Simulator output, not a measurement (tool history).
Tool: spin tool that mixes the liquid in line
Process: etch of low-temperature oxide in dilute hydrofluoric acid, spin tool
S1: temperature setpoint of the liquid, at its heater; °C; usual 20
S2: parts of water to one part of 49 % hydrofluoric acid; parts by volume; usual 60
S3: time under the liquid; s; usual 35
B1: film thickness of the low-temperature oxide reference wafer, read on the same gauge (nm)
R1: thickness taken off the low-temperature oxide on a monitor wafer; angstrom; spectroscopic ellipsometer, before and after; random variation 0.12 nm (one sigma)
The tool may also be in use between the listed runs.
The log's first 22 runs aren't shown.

run,hour,S1,S2,S3,B1,R1
23,300.2,20,35,15,119.99,97.4
# hour 301.4: thermometer replaced
24,312.2,20,60,35,120,143.4
25,324.2,22,80,45,119.99,147.4
26,334.6,20,60,20,120,82.7
27,349.1,24,35,35,120,302.8
28,355.3,24,40,50,120,372.6
29,362.8,20,60,45,120,183.8
30,374.6,20,60,35,120.02,142.1
31,390.5,20,60,50,120.02,207.1
32,405.6,20,60,35,120.01,144.3

Forecast each of these 4 alternatives for the next run:
A,406,20,85,35,?,?
B,406,17.5,60,45,?,?
C,406,25,60,20,?,?
D,406,22.5,60,40,?,?

run,B1,R1
A,119.99,98.5
B,119.99,166
C,119.99,101
D,119.99,182.3
Without the tool's hidden state the same runs would have given:
run,R1
A,99.9
B,168.5
C,102.4
D,184.9
